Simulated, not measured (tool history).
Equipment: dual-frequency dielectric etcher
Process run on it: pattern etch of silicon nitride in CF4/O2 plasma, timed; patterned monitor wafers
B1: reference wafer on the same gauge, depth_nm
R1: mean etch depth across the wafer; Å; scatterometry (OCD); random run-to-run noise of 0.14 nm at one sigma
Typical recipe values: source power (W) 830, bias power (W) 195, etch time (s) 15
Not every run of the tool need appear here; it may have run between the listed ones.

run 1 day=0 | source_power_(W)=830 bias_power_(W)=166 etch_time_(s)=15 | B1=42.11 | R1=486.8
-- day=1.546 gauge calibrated
run 2 day=2.8 | source_power_(W)=830 bias_power_(W)=166 etch_time_(s)=15 | B1=42.1 | R1=489.4
run 3 day=4.567 | source_power_(W)=830 bias_power_(W)=195 etch_time_(s)=15 | B1=42.12 | R1=510.7
run 4 day=6.708 | source_power_(W)=830 bias_power_(W)=195 etch_time_(s)=15 | B1=42.09 | R1=512.3
run 5 day=13.408 | source_power_(W)=830 bias_power_(W)=195 etch_time_(s)=15 | B1=42.11 | R1=511.4
run 6 day=16.221 | source_power_(W)=830 bias_power_(W)=195 etch_time_(s)=16.5 | B1=42.09 | R1=562.7
-- day=17.879 bias power generator calibrated
-- day=18.7 upper electrode replaced
run 7 day=18.721 | source_power_(W)=830 bias_power_(W)=195 etch_time_(s)=16.5 | B1=42.09 | R1=563.3
-- day=21.704 wet clean of the chamber
run 8 day=23.967 | source_power_(W)=830 bias_power_(W)=195 etch_time_(s)=16.5 | B1=42.1 | R1=562.9
-- day=25.329 source power generator calibrated
run 9 day=26.442 | source_power_(W)=830 bias_power_(W)=210 etch_time_(s)=15 | B1=42.09 | R1=522.1
run 10 day=28.775 | source_power_(W)=830 bias_power_(W)=210 etch_time_(s)=15 | B1=42.1 | R1=520.3
-- day=29.6 gauge calibrated
run 11 day=31.767 | source_power_(W)=830 bias_power_(W)=195 etch_time_(s)=15 | B1=42.11 | R1=510.8
run 12 day=34.021 | source_power_(W)=950 bias_power_(W)=152 etch_time_(s)=11.5 | B1=42.1 | R1=399.3
run 13 day=36.958 | source_power_(W)=1010 bias_power_(W)=225 etch_time_(s)=12.5 | B1=42.11 | R1=508.4
run 14 day=38.171 | source_power_(W)=830 bias_power_(W)=195 etch_time_(s)=15 | B1=42.12 | R1=513
run 15 day=39.546 | source_power_(W)=690 bias_power_(W)=243 etch_time_(s)=15 | B1=42.13 | R1=487.5
run 16 day=41.504 | source_power_(W)=830 bias_power_(W)=174 etch_time_(s)=11 | B1=42.11 | R1=362.4
-- day=42.971 wet clean of the chamber
run 17 day=43.562 | source_power_(W)=750 bias_power_(W)=231 etch_time_(s)=15 | B1=42.09 | R1=505.6
run 18 day=46.308 | source_power_(W)=830 bias_power_(W)=195 etch_time_(s)=15 | B1=42.1 | R1=514
run 19 day=48.021 | source_power_(W)=1030 bias_power_(W)=195 etch_time_(s)=16 | B1=42.11 | R1=628.4
run 20 day=49.375 | source_power_(W)=830 bias_power_(W)=195 etch_time_(s)=15 | B1=42.1 | R1=511.9
run 21 day=52.771 | source_power_(W)=680 bias_power_(W)=195 etch_time_(s)=15 | B1=42.1 | R1=448.1
run 22 day=53.858 | source_power_(W)=1020 bias_power_(W)=195 etch_time_(s)=18.5 | B1=42.13 | R1=721.9
run 23 day=55.054 | source_power_(W)=830 bias_power_(W)=195 etch_time_(s)=15 | B1=42.11 | R1=512.4

Consider 3 possible next runs. They are alternatives, not a sequence: every one starts from the tool as it was left by run 23. What does each give?
run A day=55.071 | source_power_(W)=830 bias_power_(W)=195 etch_time_(s)=15 | B1=? | R1=?
run B day=55.071 | source_power_(W)=1020 bias_power_(W)=195 etch_time_(s)=15 | B1=? | R1=?
run C day=55.071 | source_power_(W)=910 bias_power_(W)=242 etch_time_(s)=13 | B1=? | R1=?

run=A B1=42.09 R1=512.3
run=B B1=42.09 R1=588.7
run=C B1=42.09 R1=506.1
Without the tool's hidden state the same runs would have given:
run=A R1=512.3
run=B R1=588.7
run=C R1=506.1
